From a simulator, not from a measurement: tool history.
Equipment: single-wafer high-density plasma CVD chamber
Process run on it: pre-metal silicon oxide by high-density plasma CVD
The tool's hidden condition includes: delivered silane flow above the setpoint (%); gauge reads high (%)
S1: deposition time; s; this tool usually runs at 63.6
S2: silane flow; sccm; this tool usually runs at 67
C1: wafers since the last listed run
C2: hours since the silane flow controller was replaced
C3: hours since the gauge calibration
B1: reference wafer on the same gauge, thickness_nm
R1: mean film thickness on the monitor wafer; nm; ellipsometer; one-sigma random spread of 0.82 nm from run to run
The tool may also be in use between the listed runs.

{"run": 1, "hour": 0.0, "S1": 63.6, "S2": 67, "C1": 0, "C2": 2012, "C3": 61.8, "B1": 530.345, "R1": 437.777}
{"run": 2, "hour": 15.1, "S1": 63.6, "S2": 67, "C1": 245, "C2": 2027.1, "C3": 76.9, "B1": 530.244, "R1": 436.909}
{"run": 3, "hour": 23.7, "S1": 63.6, "S2": 67, "C1": 139, "C2": 2035.7, "C3": 85.5, "B1": 530.06, "R1": 436.37}
{"run": 4, "hour": 37.6, "S1": 63.6, "S2": 67, "C1": 226, "C2": 2049.6, "C3": 99.4, "B1": 530.035, "R1": 437.675}
{"run": 5, "hour": 47.7, "S1": 63.6, "S2": 67, "C1": 164, "C2": 2059.7, "C3": 109.5, "B1": 530.039, "R1": 435.325}
{"run": 6, "hour": 59.9, "S1": 63.6, "S2": 67, "C1": 198, "C2": 2071.9, "C3": 121.7, "B1": 529.865, "R1": 434.765}
{"run": 7, "hour": 77.1, "S1": 63.6, "S2": 67, "C1": 279, "C2": 2089.1, "C3": 138.9, "B1": 530.352, "R1": 435.929}
{"run": 8, "hour": 84.1, "S1": 63.6, "S2": 67, "C1": 113, "C2": 2096.1, "C3": 145.9, "B1": 529.997, "R1": 434.377}
{"run": 9, "hour": 101.0, "S1": 63.6, "S2": 67, "C1": 274, "C2": 2113, "C3": 162.8, "B1": 530.194, "R1": 435.318}
{"hour": 114.7, "done": "silane flow controller replaced"}
{"run": 10, "hour": 116.5, "S1": 63.6, "S2": 67, "C1": 122, "C2": 1.8, "C3": 178.3, "B1": 530.228, "R1": 454.952}
{"run": 11, "hour": 131.2, "S1": 63.6, "S2": 67, "C1": 239, "C2": 16.5, "C3": 193, "B1": 529.855, "R1": 454.156}
{"run": 12, "hour": 148.8, "S1": 63.6, "S2": 67, "C1": 286, "C2": 34.1, "C3": 210.6, "B1": 529.982, "R1": 455.092}
{"run": 13, "hour": 163.6, "S1": 63.6, "S2": 67, "C1": 240, "C2": 48.9, "C3": 225.4, "B1": 530.182, "R1": 455.459}
{"run": 14, "hour": 176.3, "S1": 69.4, "S2": 67, "C1": 206, "C2": 61.6, "C3": 238.1, "B1": 529.709, "R1": 495.782}
{"run": 15, "hour": 186.4, "S1": 60, "S2": 63, "C1": 164, "C2": 71.7, "C3": 248.2, "B1": 529.925, "R1": 404.115}
{"run": 16, "hour": 194.9, "S1": 63.6, "S2": 61, "C1": 138, "C2": 80.2, "C3": 256.7, "B1": 529.926, "R1": 414.979}
{"run": 17, "hour": 201.0, "S1": 67.5, "S2": 67, "C1": 99, "C2": 86.3, "C3": 262.8, "B1": 530.124, "R1": 483.139}

What does the tool deliver on the next run?
{"hour": 207.8, "done": "gauge calibrated"}
{"run": 18, "hour": 212.0, "S1": 70.3, "S2": 67, "C1": 178, "C2": 97.3, "C3": 4.2, "B1": "?", "R1": "?"}

{"run 18": {"B1": 529.773, "R1": 503.357}}
Take away the tool's hidden state, keep the run-to-run variation as it was, and the same run would have given R1 502.707 nm.

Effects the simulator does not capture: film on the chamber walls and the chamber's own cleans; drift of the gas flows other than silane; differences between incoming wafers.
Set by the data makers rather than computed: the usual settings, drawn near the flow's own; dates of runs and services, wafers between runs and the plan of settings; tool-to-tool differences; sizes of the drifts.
